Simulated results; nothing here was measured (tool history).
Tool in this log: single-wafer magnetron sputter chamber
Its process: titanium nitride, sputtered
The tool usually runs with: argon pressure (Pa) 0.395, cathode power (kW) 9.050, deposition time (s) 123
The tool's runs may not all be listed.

run    hour  argon pressure (Pa)  cathode power (kW)  deposition time (s)  read-back reference wafer on the same gauge, thickness_nm  mean film thickness on the monitor wafer (nm)
  1     0.0                0.395               9.050                  123                                                    224.812                                        196.953
  2    30.9                0.447               9.050                  123                                                    225.049                                        191.694
  3    91.9                0.395               9.550                  123                                                    225.020                                        203.298
  4   124.0                0.395               9.050                  123                                                    225.149                                        193.113
  5   192.5                0.395               9.050                  123                                                    224.891                                        193.647
  6   256.0                0.395               9.050                  135                                                    224.997                                        212.244
  7   292.4                0.395               9.050                  135                                                    225.211                                        211.454
  8   351.3                0.395               9.050                  135                                                    225.017                                        212.195
  9   410.0                0.395               9.050                  123                                                    225.188                                        193.100
      432.9  -- sputter target and shields replaced
 10   434.7                0.395               9.050                  123                                                    225.142                                        206.979
 11   479.3                0.395               9.050                  123                                                    225.301                                        207.877
 12   542.5                0.395               9.050                  123                                                    225.169                                        204.508
 13   570.0                0.395               9.050                  123                                                    225.119                                        203.009
 14   608.2                0.395               9.050                  123                                                    224.841                                        202.294
 15   645.0                0.395               9.050                  123                                                    225.302                                        201.057
 16   696.9                0.395               9.050                  123                                                    225.001                                        200.707
 17   753.0                0.515              10.300                  131                                                    225.024                                        231.541
      771.2  -- gauge calibrated
 18   790.7                0.494               7.000                  146                                                    225.067                                        175.834
 19   845.5                0.395               9.050                  123                                                    224.865                                        199.056
 20   881.0                0.395               9.650                  103                                                    225.257                                        178.671
 21   929.6                0.395               9.050                  123                                                    225.106                                        199.094
 22   954.1                0.395              10.800                  103                                                    224.819                                        199.035
 23  1013.5                0.395               9.050                  123                                                    225.046                                        198.027
 24  1038.1                0.530               7.500                  133                                                    225.129                                        169.974
     1053.0  -- capacitance manometer re-zeroed and calibrated
 25  1077.3                0.251               7.000                  141                                                    224.650                                        182.818
     1088.8  -- magnet pack replaced
 26  1119.0                0.395               9.050                  123                                                    224.624                                        190.039
     1178.8  -- sputter target and shields replaced
 27  1188.3                0.395              11.200                  143                                                    225.083                                        288.684
 28  1251.3                0.472               9.050                  116                                                    225.204                                        179.976
 29  1275.8                0.395              10.650                  123                                                    224.902                                        230.732
 30  1334.2                0.440               9.050                  123                                                    224.900                                        190.649
 31  1372.7                0.395               9.050                  123                                                    224.879                                        192.915
 32  1400.8                0.547               9.050                  103                                                    225.501                                        151.771
 33  1615.3                0.471               9.950                  138                                                    225.035                                        225.445
 34  1655.7                0.395              11.000                  123                                                    224.833                                        233.150

Subtracting, for every run, the result it would have given without the tool's unlogged condition from the measured result gives the following. The same run-to-run variation enters both numbers; the gauge's scatter may not:
Hidden state at play: deposition rate above that of a new target (%); true argon pressure above the setpoint (%); gauge reads high (%).
run  mean film thickness on the monitor wafer (nm)
  1                                         -9.140
  2                                         -8.805
  3                                        -10.565
  4                                        -10.308
  5                                        -10.773
  6                                        -12.088
  7                                        -12.145
  8                                        -12.274
  9                                        -11.174
 10                                         +3.935
 11                                         +2.151
 12                                         +0.061
 13                                         -0.679
 14                                         -1.571
 15                                         -2.288
 16                                         -3.121
 17                                         -1.641
 18                                         -1.856
 19                                         -4.518
 20                                         -4.214
 21                                         -4.860
 22                                         -4.910
 23                                         -4.936
 24                                         -1.348
 25                                        -12.556
 26                                        -13.312
 27                                         -5.012
 28                                         -5.569
 29                                         -8.154
 30                                         -8.529
 31                                         -9.629
 32                                         -8.083
 33                                        -15.696
 34                                        -16.729
